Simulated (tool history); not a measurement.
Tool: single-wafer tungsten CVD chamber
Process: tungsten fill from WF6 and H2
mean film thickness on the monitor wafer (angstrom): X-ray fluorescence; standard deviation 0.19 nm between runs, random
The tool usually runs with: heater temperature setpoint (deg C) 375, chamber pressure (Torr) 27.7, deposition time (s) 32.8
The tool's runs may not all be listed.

run	hour	heater temperature setpoint (deg C)	chamber pressure (Torr)	deposition time (s)	wafers since the last listed run	hours since the last thermocouple change	hours since the last manometer calibration	hours since the showerhead was replaced	hours since the gauge calibration	read-back reference wafer on the same gauge, thickness_nm	mean film thickness on the monitor wafer (angstrom)
1	0.0	375	27.7	32.8	0	1026.8	925.0	5975.9	416.7	45.987	547.61
2	16.6	375	27.7	32.8	393	1043.4	941.6	5992.5	433.3	45.990	545.79
3	48.6	375	27.7	32.8	758	1075.4	973.6	6024.5	465.3	46.026	550.59
4	80.7	375	27.7	32.8	761	1107.5	1005.7	6056.6	497.4	46.035	550.05
5	116.6	375	27.7	28.4	851	1143.4	1041.6	6092.5	533.3	45.987	473.14
6	139.7	375	27.7	28.4	547	1166.5	1064.7	6115.6	556.4	45.999	473.81
7	172.1	375	33.0	32.8	768	1198.9	1097.1	6148.0	588.8	46.017	572.03
8	199.1	375	33.0	32.8	640	1225.9	1124.1	6175.0	615.8	46.027	573.46
9	215.1	375	33.0	32.8	379	1241.9	1140.1	6191.0	631.8	46.013	575.88
10	234.9	375	27.7	32.8	469	1261.7	1159.9	6210.8	651.6	45.976	547.68
11	250.1	375	27.7	29.8	360	1276.9	1175.1	6226.0	666.8	45.979	499.21
12	263.4	375	27.7	29.8	315	1290.2	1188.4	6239.3	680.1	45.973	500.70
13	280.4	375	27.7	32.8	403	1307.2	1205.4	6256.3	697.1	45.990	547.47
14	310.3	375	27.7	32.8	709	1337.1	1235.3	6286.2	727.0	45.972	548.46
# hour 335.1: showerhead replaced, of another model than before
15	338.4	375	27.7	32.8	476	1365.2	1263.4	3.3	755.1	45.966	549.63
16	373.2	375	27.7	32.8	825	1400.0	1298.2	38.1	789.9	45.989	549.14
17	400.1	375	27.7	32.8	637	1426.9	1325.1	65.0	816.8	45.999	550.44
18	432.7	381	27.7	32.8	773	1459.5	1357.7	97.6	849.4	46.034	612.23
19	452.5	375	29.8	32.8	469	1479.3	1377.5	117.4	869.2	45.996	557.89
20	467.3	375	27.7	28.4	350	1494.1	1392.3	132.2	884.0	45.985	477.37
21	480.3	375	27.7	32.8	308	1507.1	1405.3	145.2	897.0	45.985	549.53
22	512.7	390	27.7	36.6	768	1539.5	1437.7	177.6	929.4	45.992	791.87
# hour 517.2: gauge calibrated
23	542.3	375	27.7	32.8	701	1569.1	1467.3	207.2	25.1	45.992	547.51
24	564.8	370	31.6	32.8	533	1591.6	1489.8	229.7	47.6	46.027	510.95
25	590.9	375	27.7	32.8	618	1617.7	1515.9	255.8	73.7	45.990	550.85
# hour 616.0: thermocouple changed; heater temperature recalibrated
26	616.5	375	32.8	34.8	417	0.5	1541.5	281.4	99.3	45.971	580.21
# hour 643.2: capacitance manometer re-zeroed and calibrated
27	643.7	375	25.1	32.8	455	27.7	0.5	308.6	126.5	46.000	528.97
28	660.8	375	27.7	32.8	405	44.8	17.6	325.7	143.6	46.003	534.28
29	696.4	385	27.7	35.3	844	80.4	53.2	361.3	179.2	45.989	691.87
30	722.5	375	27.7	32.8	618	106.5	79.3	387.4	205.3	46.004	536.26
31	736.8	381	33.5	38.2	339	120.8	93.6	401.7	219.6	46.001	718.67
32	752.2	385	23.4	34.9	365	136.2	109.0	417.1	235.0	45.992	663.28
33	776.7	363	30.8	28.4	580	160.7	133.5	441.6	259.5	46.005	377.23
34	834.1	375	31.5	28.0	1361	218.1	190.9	499.0	316.9	45.972	468.32
35	860.2	375	23.7	32.8	618	244.2	217.0	525.1	343.0	46.025	528.58

3 options for the next run, each taken on its own from the tool as it stands now. Forecast them:
A	860.6	375	27.7	32.8	9	244.6	217.4	525.5	343.4	?	?
B	860.6	388	27.7	27.4	9	244.6	217.4	525.5	343.4	?	?
C	860.6	368	27.7	32.8	9	244.6	217.4	525.5	343.4	?	?

run	read-back reference wafer on the same gauge, thickness_nm	mean film thickness on the monitor wafer (angstrom)
A	46.021	540.33
B	46.021	568.17
C	46.021	474.99
Take away the tool's hidden state, keep each run's random variation, and the runs would have read:
run	mean film thickness on the monitor wafer (angstrom)
A	535.45
B	563.29
C	470.56
